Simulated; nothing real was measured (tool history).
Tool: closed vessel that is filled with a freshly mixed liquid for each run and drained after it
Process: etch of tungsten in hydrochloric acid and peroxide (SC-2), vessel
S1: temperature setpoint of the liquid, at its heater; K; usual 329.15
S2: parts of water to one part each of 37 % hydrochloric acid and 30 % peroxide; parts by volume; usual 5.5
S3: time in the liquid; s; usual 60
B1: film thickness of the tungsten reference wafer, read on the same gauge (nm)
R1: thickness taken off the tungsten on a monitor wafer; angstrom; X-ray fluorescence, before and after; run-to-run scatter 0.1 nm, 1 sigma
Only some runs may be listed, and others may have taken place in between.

| run | day | S1 | S2 | S3 | B1 | R1 |
|---|---|---|---|---|---|---|
| 1 | 0.000 | 329.15 | 4.0 | 60 | 139.98 | 441.4 |
| 2 | 0.467 | 329.15 | 7.0 | 60 | 139.99 | 298.4 |
|  | 0.596 | gauge calibrated |
| 3 | 0.821 | 329.15 | 7.0 | 60 | 140.03 | 297.8 |
| 4 | 1.529 | 329.15 | 7.0 | 60 | 140.02 | 299.1 |
| 5 | 1.850 | 329.15 | 5.0 | 60 | 139.99 | 382.9 |
| 6 | 2.342 | 329.15 | 5.0 | 60 | 139.99 | 380.1 |
| 7 | 2.717 | 329.15 | 5.5 | 60 | 140.02 | 355.2 |
| 8 | 3.188 | 329.15 | 5.5 | 60 | 139.97 | 357.0 |
| 9 | 3.612 | 329.15 | 5.5 | 60 | 139.93 | 357.3 |
| 10 | 3.958 | 329.15 | 5.5 | 60 | 140.02 | 357.9 |
| 11 | 4.267 | 329.15 | 7.5 | 60 | 139.95 | 284.1 |
| 12 | 4.767 | 336.15 | 7.0 | 30 | 139.98 | 233.1 |
| 13 | 5.442 | 333.15 | 8.0 | 60 | 139.99 | 347.9 |
| 14 | 5.812 | 329.15 | 6.5 | 60 | 140.01 | 319.0 |
|  | 6.008 | new drum of peroxide connected |
| 15 | 6.108 | 323.65 | 8.0 | 45 | 140.03 | 141.4 |
| 16 | 6.833 | 329.15 | 4.5 | 40 | 139.98 | 274.5 |
|  | 7.329 | chemicals flow meter replaced |
| 17 | 7.450 | 329.15 | 5.5 | 30 | 140.03 | 170.2 |
|  | 7.725 | gauge calibrated |
|  | 7.758 | thermometer replaced |
| 18 | 8.017 | 329.15 | 5.5 | 60 | 139.97 | 338.1 |
| 19 | 8.704 | 329.15 | 5.5 | 60 | 139.98 | 340.9 |
| 20 | 9.354 | 322.65 | 6.5 | 60 | 139.99 | 195.4 |
| 21 | 9.754 | 329.15 | 5.5 | 60 | 139.98 | 339.5 |
| 22 | 10.071 | 324.65 | 4.0 | 30 | 139.99 | 158.5 |
| 23 | 10.496 | 329.15 | 5.5 | 40 | 139.98 | 227.0 |

Forecast each of these 3 alternatives for the next run:
| A | 10.525 | 329.15 | 5.5 | 90 | ? | ? |
| B | 10.525 | 336.65 | 7.5 | 45 | ? | ? |
| C | 10.525 | 333.15 | 5.5 | 60 | ? | ? |

| run | B1 | R1 |
|---|---|---|
| A | 140.02 | 509.0 |
| B | 140.02 | 322.5 |
| C | 140.02 | 437.5 |
What these runs would have given with no unlogged condition in the tool:
| run | R1 |
|---|---|
| A | 498.6 |
| B | 315.3 |
| C | 428.5 |
